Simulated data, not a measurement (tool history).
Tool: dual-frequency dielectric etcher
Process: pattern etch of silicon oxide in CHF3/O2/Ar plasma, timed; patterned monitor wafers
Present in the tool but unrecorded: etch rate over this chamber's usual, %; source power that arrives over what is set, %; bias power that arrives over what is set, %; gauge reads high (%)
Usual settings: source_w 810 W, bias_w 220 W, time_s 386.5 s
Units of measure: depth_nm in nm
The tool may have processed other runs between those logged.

run,hour,source_w,bias_w,time_s,wafers since the last listed run,hours since the last wet clean,hours since the last source power generator calibration,hours since the last bias power generator calibration,hours since the last upper electrode change,hours since the gauge calibration,"read-back reference wafer on the same gauge, depth_nm",depth_nm
1,0.0,810,220,386.5,0,306.4,2365.4,1969.7,5850.6,109.0,936.6,919.1
2,14.0,810,220,386.5,68,320.4,2379.4,1983.7,5864.6,123.0,935.9,920.4
3,39.8,810,220,386.5,126,346.2,2405.2,2009.5,5890.4,148.8,936.1,923.9
4,69.5,810,220,386.5,145,375.9,2434.9,2039.2,5920.1,178.5,935.9,922.6
5,93.8,810,220,386.5,119,400.2,2459.2,2063.5,5944.4,202.8,936.6,922.7
6,115.9,810,220,386.5,108,422.3,2481.3,2085.6,5966.5,224.9,936.0,923.2
# hour 143.6: wet clean of the chamber
7,144.1,810,206,386.5,20,0.5,2509.5,2113.8,5994.7,253.1,936.0,890.8
# hour 149.3: bias power generator calibrated
8,160.3,810,206,386.5,59,16.7,2525.7,11.0,6010.9,269.3,936.1,891.7
9,186.2,980,237,493.5,126,42.6,2551.6,36.9,6036.8,295.2,935.2,1267.9
# hour 222.8: source power generator calibrated
10,223.3,890,183,453.0,162,79.7,0.5,74.0,6073.9,332.3,936.0,1040.2
11,249.4,810,220,386.5,127,105.8,26.6,100.1,6100.0,358.4,936.0,916.4
# hour 251.6: gauge calibrated
# hour 291.4: upper electrode replaced
12,291.9,810,198,386.5,90,148.3,69.1,142.6,0.5,40.3,936.6,884.7
13,302.7,940,176,309.5,52,159.1,79.9,153.4,11.3,51.1,935.6,715.9
14,332.1,810,220,386.5,144,188.5,109.3,182.8,40.7,80.5,936.2,917.4
15,344.6,630,220,342.5,61,201.0,121.8,195.3,53.2,93.0,935.8,752.3
16,369.8,810,220,386.5,123,226.2,147.0,220.5,78.4,118.2,936.0,918.1

5 ways to go on from here, each from the tool as it stands after run 16. What would each give?
A,370.3,810,220,386.5,2,226.7,147.5,221.0,78.9,118.7,?,?
B,370.3,900,248,279.5,2,226.7,147.5,221.0,78.9,118.7,?,?
C,370.3,760,220,272.5,2,226.7,147.5,221.0,78.9,118.7,?,?
D,370.3,640,220,386.5,2,226.7,147.5,221.0,78.9,118.7,?,?
E,370.3,810,258,386.5,2,226.7,147.5,221.0,78.9,118.7,?,?

run,"read-back reference wafer on the same gauge, depth_nm",depth_nm
A,936.4,920.1
B,936.4,716.6
C,936.4,635.8
D,936.4,855.2
E,936.4,971.4
With no hidden state in the tool, these same runs would have given:
run,depth_nm
A,912.4
B,710.6
C,630.5
D,848.1
E,963.2
